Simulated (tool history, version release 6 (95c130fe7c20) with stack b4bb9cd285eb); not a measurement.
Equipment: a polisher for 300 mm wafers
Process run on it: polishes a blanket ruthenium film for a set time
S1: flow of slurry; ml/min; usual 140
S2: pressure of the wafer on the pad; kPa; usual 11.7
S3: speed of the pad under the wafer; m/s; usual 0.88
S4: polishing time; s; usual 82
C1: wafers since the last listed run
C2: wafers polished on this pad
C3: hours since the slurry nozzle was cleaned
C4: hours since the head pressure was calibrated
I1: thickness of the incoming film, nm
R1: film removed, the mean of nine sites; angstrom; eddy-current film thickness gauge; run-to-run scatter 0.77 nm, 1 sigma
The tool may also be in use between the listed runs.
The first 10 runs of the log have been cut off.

run,hour,S1,S2,S3,S4,C1,C2,C3,C4,I1,R1
# hour 710.8: slurry nozzle cleaned
# hour 770.2: head pressure recalibrated
11,831.2,140,11.7,0.88,82,1423,2098,120.4,61.0,471.2,631
12,891.3,140,11.7,0.88,82,447,2546,180.5,121.1,474.2,634
13,971.8,140,11.7,0.88,82,600,3146,261.0,201.6,469.1,651
14,1037.7,140,11.7,0.88,82,491,3637,326.9,267.5,477.4,662
# hour 1045.6: worn pad replaced by a new one
15,1080.6,140,11.7,0.88,82,289,260,369.8,310.4,469.3,662
16,1134.6,140,11.7,0.68,82,402,663,423.8,364.4,473.8,544
17,1227.3,140,11.7,0.88,82,690,1354,516.5,457.1,468.7,686
18,1285.5,105,13.1,0.68,104,433,1787,574.7,515.3,469.1,754
19,1323.1,140,11.7,0.88,61,280,2068,612.3,552.9,474.8,505
# hour 1348.4: head pressure recalibrated
# hour 1363.8: slurry nozzle cleaned
20,1378.9,140,11.7,0.88,90,393,2461,15.1,30.5,461.9,645
21,1438.4,125,10.3,0.88,68,443,2905,74.6,90.0,468.8,443

Run 22 is up next; what results do you expect?
22,1486.8,140,11.7,0.88,82,360,3266,123.0,138.4,474.8,?

R1: 642 angstrom
Had the tool carried no hidden state, the very same run would have given R1 603 angstrom.

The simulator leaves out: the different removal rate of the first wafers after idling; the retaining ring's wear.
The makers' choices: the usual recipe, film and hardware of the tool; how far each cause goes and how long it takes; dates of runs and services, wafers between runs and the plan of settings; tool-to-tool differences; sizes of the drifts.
